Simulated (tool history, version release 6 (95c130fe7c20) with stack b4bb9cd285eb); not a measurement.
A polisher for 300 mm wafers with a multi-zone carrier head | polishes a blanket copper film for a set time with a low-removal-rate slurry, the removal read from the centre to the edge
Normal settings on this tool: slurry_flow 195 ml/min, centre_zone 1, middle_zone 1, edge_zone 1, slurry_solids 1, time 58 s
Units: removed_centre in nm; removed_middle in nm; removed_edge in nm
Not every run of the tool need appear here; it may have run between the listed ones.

run   hour  slurry_flow  centre_zone  middle_zone  edge_zone  slurry_solids  time  wafers since the last listed run  wafers polished on this pad  hours since the slurry nozzle was cleaned  hours since the centre zone pressure was calibrated  hours since the edge zone pressure was calibrated  hours since the carrier head's membrane was replaced  incoming thickness of the incoming film, nm  removed_centre  removed_middle  removed_edge
  1      0          195            1            1       1.05              1    58                                 0                          989                                      283.8                                                   62                                             1269.9                                                1784.6                                        646.1           149.6           159.7         158.1
  2   16.3          195            1            1       1.05              1    58                               159                         1149                                      300.1                                                 78.3                                             1286.2                                                1800.9                                        647.1           148.8           155.5         156.3
      33.2  -- carrier head's membrane replaced by a new one
      48.6  -- worn pad replaced by a new one
  3   51.9          160            1         1.07          1              1    58                               260                           32                                      335.7                                                113.9                                             1321.8                                                  18.7                                        664.3           145.8           157.4         149.4
  4   71.8          160            1         1.07          1              1    58                               195                          227                                      355.6                                                133.8                                             1341.7                                                  38.6                                        657.2           142.3           157.2         150.1
  5  104.2          195            1            1          1           1.25    58                               317                          544                                        388                                                166.2                                             1374.1                                                    71                                        641.5           161.8           166.4         162.8
  6  117.2          195            1            1          1              1    72                               127                          672                                        401                                                179.2                                             1387.1                                                    84                                        661.3           182.3             195         190.9
     125.6  -- slurry nozzle cleaned
  7    143          195            1            1       0.94              1    58                               243                          915                                       17.4                                                  205                                             1412.9                                                 109.8                                        656.9           163.5           164.4         154.4
  8  166.3          195          0.9            1          1              1    58                               228                         1143                                       40.7                                                228.3                                             1436.2                                                 133.1                                        657.2           142.9           167.2         158.7
  9  182.3          195         1.06         1.06       1.04              1    58                               156                         1300                                       56.7                                                244.3                                             1452.2                                                 149.1                                        644.8           167.3           171.1         158.7
     201.9  -- worn pad replaced by a new one
 10  202.4          195          0.9            1          1              1    58                               157                            4                                       76.8                                                264.4                                             1472.3                                                 169.2                                        657.8           136.7           166.4         156.4
     218.5  -- edge zone pressure recalibrated
 11  226.8          195         0.89          1.1          1            0.9    58                               219                          224                                      101.2                                                288.8                                                8.3                                                 193.6                                        642.4           130.8             163         146.9
 12  246.9          145         1.07         1.08          1              1    76                               197                          421                                      121.3                                                308.9                                               28.4                                                 213.7                                          648           205.8           203.1           196
 13  275.3          195            1            1          1              1    58                               278                          699                                      149.7                                                337.3                                               56.8                                                 242.1                                        651.3           153.7             156         154.7
 14  310.1          195         1.09            1          1              1    70                               341                         1040                                      184.5                                                372.1                                               91.6                                                 276.9                                        640.8           200.7           188.9         189.4
 15  333.3          220            1         1.12          1              1    58                               227                         1268                                      207.7                                                395.3                                              114.8                                                 300.1                                        647.5           153.7           173.9         156.4
 16  354.8          195            1            1          1              1    58                               210                         1479                                      229.2                                                416.8                                              136.3                                                 321.6                                        655.7           147.9           155.2         152.1
     376.4  -- worn pad replaced by a new one
 17  387.4          195         1.06            1          1              1    41                               280                          107                                      261.8                                                449.4                                              168.9                                                 354.2                                        658.5           108.6           107.7         110.3
 18  417.4          195            1            1          1              1    58                               294                          401                                      291.8                                                479.4                                              198.9                                                 384.2                                        653.7           145.1           157.6         151.1
 19  438.7          195            1            1       1.03            1.2    47                               208                          610                                      313.1                                                500.7                                              220.2                                                 405.5                                          655           126.8           132.3         135.2
 20  456.8          215            1            1          1              1    58                               177                          787                                      331.2                                                518.8                                              238.3                                                 423.6                                        661.1           152.4           156.1         153.6
 21  470.8          195            1            1          1           0.75    58                               137                          925                                      345.2                                                532.8                                              252.3                                                 437.6                                        657.6           131.3           139.5         134.8

For some of the steps in removed_centre from one run to the next: how much would appear even if the tool had no hidden state, given the settings, what came in and random variation, and how much remains for the hidden state plus any gauge scatter that the measured result and the result without hidden state don't share?
Hidden conditions of the tool in this case: removal rate lost through wear of the pad, %; slurry flow missing at the pad, %; deviation of the centre zone's pressure from its setpoint, %; deviation of the edge zone's pressure from its setpoint, %.
Run 6 -> 7: edge_zone 1 -> 0.94, time 72 -> 58, slurry nozzle cleaned. removed_centre -18.8 nm: hidden state +13.9, all else -32.7.
Run 11 -> 12: slurry_flow 195 -> 145, centre_zone 0.89 -> 1.07, middle_zone 1.1 -> 1.08, slurry_solids 0.9 -> 1, time 58 -> 76. removed_centre +75 nm: hidden state -10.1, all else +85.1.
Run 12 -> 13: slurry_flow 145 -> 195, centre_zone 1.07 -> 1, middle_zone 1.08 -> 1, time 76 -> 58. removed_centre -52.1 nm: hidden state +6, all else -58.1.

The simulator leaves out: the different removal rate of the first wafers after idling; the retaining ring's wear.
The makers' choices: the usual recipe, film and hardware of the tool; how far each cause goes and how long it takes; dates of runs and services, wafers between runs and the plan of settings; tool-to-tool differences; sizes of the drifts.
